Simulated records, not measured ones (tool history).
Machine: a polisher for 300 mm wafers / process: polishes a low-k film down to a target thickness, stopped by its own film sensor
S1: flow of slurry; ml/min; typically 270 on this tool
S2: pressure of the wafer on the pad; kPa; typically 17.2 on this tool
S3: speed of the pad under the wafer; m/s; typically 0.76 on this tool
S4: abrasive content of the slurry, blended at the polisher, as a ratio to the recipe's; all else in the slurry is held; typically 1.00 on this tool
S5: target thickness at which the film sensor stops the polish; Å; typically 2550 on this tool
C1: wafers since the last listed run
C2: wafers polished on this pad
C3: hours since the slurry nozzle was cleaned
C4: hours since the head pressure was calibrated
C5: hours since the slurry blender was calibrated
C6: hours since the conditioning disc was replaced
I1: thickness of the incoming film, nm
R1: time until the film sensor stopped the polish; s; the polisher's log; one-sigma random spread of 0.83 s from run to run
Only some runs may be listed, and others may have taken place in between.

{"run": 1, "hour": 0.0, "S1": 270, "S2": 17.2, "S3": 0.76, "S4": 1.0, "S5": 2610, "C1": 0, "C2": 1513, "C3": 220.7, "C4": 763.1, "C5": 40.7, "C6": 119.9, "I1": 273.8, "R1": 36.8}
{"run": 2, "hour": 13.8, "S1": 270, "S2": 17.2, "S3": 0.76, "S4": 1.0, "S5": 2610, "C1": 131, "C2": 1645, "C3": 234.5, "C4": 776.9, "C5": 54.5, "C6": 133.7, "I1": 275.4, "R1": 42.3}
{"hour": 20.1, "done": "worn pad replaced by a new one"}
{"run": 3, "hour": 33.0, "S1": 270, "S2": 20.0, "S3": 0.76, "S4": 1.0, "S5": 2480, "C1": 145, "C2": 122, "C3": 253.7, "C4": 796.1, "C5": 73.7, "C6": 152.9, "I1": 278.0, "R1": 76.6}
{"run": 4, "hour": 49.0, "S1": 270, "S2": 17.2, "S3": 0.76, "S4": 1.0, "S5": 2550, "C1": 153, "C2": 275, "C3": 269.7, "C4": 812.1, "C5": 89.7, "C6": 168.9, "I1": 281.1, "R1": 75.7}
{"hour": 63.9, "done": "conditioning disc replaced and pad reconditioned"}
{"run": 5, "hour": 66.6, "S1": 270, "S2": 17.2, "S3": 0.76, "S4": 1.0, "S5": 2550, "C1": 149, "C2": 425, "C3": 287.3, "C4": 829.7, "C5": 107.3, "C6": 2.7, "I1": 274.5, "R1": 56.8}
{"run": 6, "hour": 79.6, "S1": 270, "S2": 17.2, "S3": 0.76, "S4": 1.0, "S5": 2550, "C1": 124, "C2": 549, "C3": 300.3, "C4": 842.7, "C5": 120.3, "C6": 15.7, "I1": 281.0, "R1": 75.7}
{"run": 7, "hour": 92.5, "S1": 270, "S2": 17.2, "S3": 0.76, "S4": 1.0, "S5": 2590, "C1": 123, "C2": 672, "C3": 313.2, "C4": 855.6, "C5": 133.2, "C6": 28.6, "I1": 277.3, "R1": 52.6}
{"run": 8, "hour": 117.8, "S1": 270, "S2": 17.2, "S3": 0.76, "S4": 1.0, "S5": 2590, "C1": 241, "C2": 914, "C3": 338.5, "C4": 880.9, "C5": 158.5, "C6": 53.9, "I1": 276.3, "R1": 50.4}
{"run": 9, "hour": 139.8, "S1": 270, "S2": 17.2, "S3": 0.76, "S4": 1.0, "S5": 2550, "C1": 210, "C2": 1125, "C3": 360.5, "C4": 902.9, "C5": 180.5, "C6": 75.9, "I1": 279.4, "R1": 71.7}
{"run": 10, "hour": 154.5, "S1": 270, "S2": 21.4, "S3": 0.76, "S4": 1.0, "S5": 2580, "C1": 140, "C2": 1265, "C3": 375.2, "C4": 917.6, "C5": 195.2, "C6": 90.6, "I1": 283.7, "R1": 61.7}
{"hour": 177.7, "done": "worn pad replaced by a new one"}
{"run": 11, "hour": 178.2, "S1": 270, "S2": 17.2, "S3": 0.76, "S4": 1.0, "S5": 2550, "C1": 188, "C2": 4, "C3": 398.9, "C4": 941.3, "C5": 218.9, "C6": 114.3, "I1": 282.5, "R1": 80.6}
{"hour": 181.2, "done": "slurry nozzle cleaned"}
{"run": 12, "hour": 198.2, "S1": 340, "S2": 17.2, "S3": 0.76, "S4": 1.0, "S5": 2550, "C1": 181, "C2": 186, "C3": 17.0, "C4": 961.3, "C5": 238.9, "C6": 134.3, "I1": 278.6, "R1": 67.7}
{"hour": 217.6, "done": "conditioning disc replaced and pad reconditioned"}
{"run": 13, "hour": 222.8, "S1": 270, "S2": 17.2, "S3": 0.76, "S4": 1.0, "S5": 2550, "C1": 216, "C2": 402, "C3": 41.6, "C4": 985.9, "C5": 263.5, "C6": 5.2, "I1": 280.5, "R1": 74.3}
{"run": 14, "hour": 250.3, "S1": 305, "S2": 17.2, "S3": 0.76, "S4": 1.0, "S5": 2590, "C1": 263, "C2": 665, "C3": 69.1, "C4": 1013.4, "C5": 291.0, "C6": 32.7, "I1": 281.2, "R1": 64.1}
{"run": 15, "hour": 274.8, "S1": 270, "S2": 19.3, "S3": 0.76, "S4": 1.3, "S5": 2550, "C1": 234, "C2": 899, "C3": 93.6, "C4": 1037.9, "C5": 315.5, "C6": 57.2, "I1": 277.1, "R1": 52.9}
{"hour": 292.3, "done": "slurry blender recalibrated"}
{"run": 16, "hour": 292.8, "S1": 270, "S2": 11.0, "S3": 0.76, "S4": 0.75, "S5": 2610, "C1": 153, "C2": 1052, "C3": 111.6, "C4": 1055.9, "C5": 0.5, "C6": 75.2, "I1": 276.8, "R1": 77.2}
{"run": 17, "hour": 311.6, "S1": 270, "S2": 17.2, "S3": 0.76, "S4": 1.0, "S5": 2590, "C1": 179, "C2": 1232, "C3": 130.4, "C4": 1074.7, "C5": 19.3, "C6": 94.0, "I1": 284.7, "R1": 75.7}
{"run": 18, "hour": 331.2, "S1": 270, "S2": 17.2, "S3": 0.76, "S4": 1.0, "S5": 2550, "C1": 187, "C2": 1419, "C3": 150.0, "C4": 1094.3, "C5": 38.9, "C6": 113.6, "I1": 279.9, "R1": 74.4}
{"hour": 345.6, "done": "worn pad replaced by a new one"}
{"hour": 356.3, "done": "head pressure recalibrated"}
{"run": 19, "hour": 356.7, "S1": 270, "S2": 17.2, "S3": 0.76, "S4": 1.0, "S5": 2550, "C1": 186, "C2": 86, "C3": 175.5, "C4": 0.4, "C5": 64.4, "C6": 139.1, "I1": 274.2, "R1": 53.9}
{"hour": 365.1, "done": "conditioning disc replaced and pad reconditioned"}
{"run": 20, "hour": 387.0, "S1": 220, "S2": 17.2, "S3": 0.58, "S4": 1.0, "S5": 2550, "C1": 270, "C2": 357, "C3": 205.8, "C4": 30.7, "C5": 94.7, "C6": 21.9, "I1": 281.7, "R1": 87.1}
{"run": 21, "hour": 420.9, "S1": 270, "S2": 17.2, "S3": 0.76, "S4": 1.0, "S5": 2550, "C1": 324, "C2": 681, "C3": 239.7, "C4": 64.6, "C5": 128.6, "C6": 55.8, "I1": 274.2, "R1": 53.8}
{"run": 22, "hour": 448.2, "S1": 270, "S2": 13.1, "S3": 1.0, "S4": 0.8, "S5": 2550, "C1": 261, "C2": 942, "C3": 267.0, "C4": 91.9, "C5": 155.9, "C6": 83.1, "I1": 280.9, "R1": 87.3}
{"run": 23, "hour": 477.5, "S1": 315, "S2": 17.2, "S3": 0.54, "S4": 1.0, "S5": 2520, "C1": 280, "C2": 1222, "C3": 296.3, "C4": 121.2, "C5": 185.2, "C6": 112.4, "I1": 280.7, "R1": 95.0}
{"hour": 486.1, "done": "worn pad replaced by a new one"}
{"run": 24, "hour": 498.7, "S1": 315, "S2": 15.2, "S3": 0.76, "S4": 1.0, "S5": 2520, "C1": 164, "C2": 120, "C3": 317.5, "C4": 142.4, "C5": 206.4, "C6": 133.6, "I1": 281.7, "R1": 91.9}
{"run": 25, "hour": 532.5, "S1": 235, "S2": 20.0, "S3": 0.54, "S4": 0.8, "S5": 2550, "C1": 323, "C2": 444, "C3": 351.3, "C4": 176.2, "C5": 240.2, "C6": 167.4, "I1": 275.8, "R1": 70.4}
{"hour": 537.8, "done": "conditioning disc replaced and pad reconditioned"}
{"hour": 553.6, "done": "slurry nozzle cleaned"}
{"run": 26, "hour": 565.1, "S1": 270, "S2": 13.1, "S3": 0.9, "S4": 1.0, "S5": 2480, "C1": 283, "C2": 727, "C3": 11.5, "C4": 208.8, "C5": 272.8, "C6": 27.3, "I1": 280.0, "R1": 101.4}

Across each entry between runs, compare the hidden state at the last listed run before it with the hidden state at the first listed run after it:
After run 2, before run 3: worn pad replaced by a new one (hour 20.1)
  deviation of the head's pressure from its setpoint, %: -6.3 -> -6.5
  measured less the result without the state, R1: +2.2 -> +4.1 s
After run 4, before run 5: conditioning disc replaced and pad reconditioned (hour 63.9)
  deviation of the head's pressure from its setpoint, %: -6.66 -> -6.84
  measured less the result without the state, R1: +4.2 -> +3.2 s
After run 10, before run 11: worn pad replaced by a new one (hour 177.7)
  deviation of the head's pressure from its setpoint, %: -7.73 -> -7.97
  measured less the result without the state, R1: +3.9 -> +5.3 s
After run 11, before run 12: slurry nozzle cleaned (hour 181.2)
  deviation of the head's pressure from its setpoint, %: -7.97 -> -8.17
  measured less the result without the state, R1: +5.3 -> +4.5 s
After run 12, before run 13: conditioning disc replaced and pad reconditioned (hour 217.6)
  deviation of the head's pressure from its setpoint, %: -8.17 -> -8.42
  measured less the result without the state, R1: +4.5 -> +5.1 s
After run 15, before run 16: slurry blender recalibrated (hour 292.3)
  deviation of the head's pressure from its setpoint, %: -8.95 -> -9.13
  measured less the result without the state, R1: +3.9 -> +5.9 s
After run 18, before run 19: worn pad replaced by a new one (hour 345.6); head pressure recalibrated (hour 356.3)
  deviation of the head's pressure from its setpoint, %: -9.52 -> -2.12
  measured less the result without the state, R1: +5.8 -> +1.0 s
After run 19, before run 20: conditioning disc replaced and pad reconditioned (hour 365.1)
  deviation of the head's pressure from its setpoint, %: -2.12 -> -2.42
  measured less the result without the state, R1: +1.0 -> +1.7 s
After run 23, before run 24: worn pad replaced by a new one (hour 486.1)
  deviation of the head's pressure from its setpoint, %: -3.34 -> -3.55
  measured less the result without the state, R1: +2.6 -> +2.7 s
After run 25, before run 26: conditioning disc replaced and pad reconditioned (hour 537.8); slurry nozzle cleaned (hour 553.6)
  deviation of the head's pressure from its setpoint, %: -3.9 -> -4.23
  measured less the result without the state, R1: +2.3 -> +3.6 s

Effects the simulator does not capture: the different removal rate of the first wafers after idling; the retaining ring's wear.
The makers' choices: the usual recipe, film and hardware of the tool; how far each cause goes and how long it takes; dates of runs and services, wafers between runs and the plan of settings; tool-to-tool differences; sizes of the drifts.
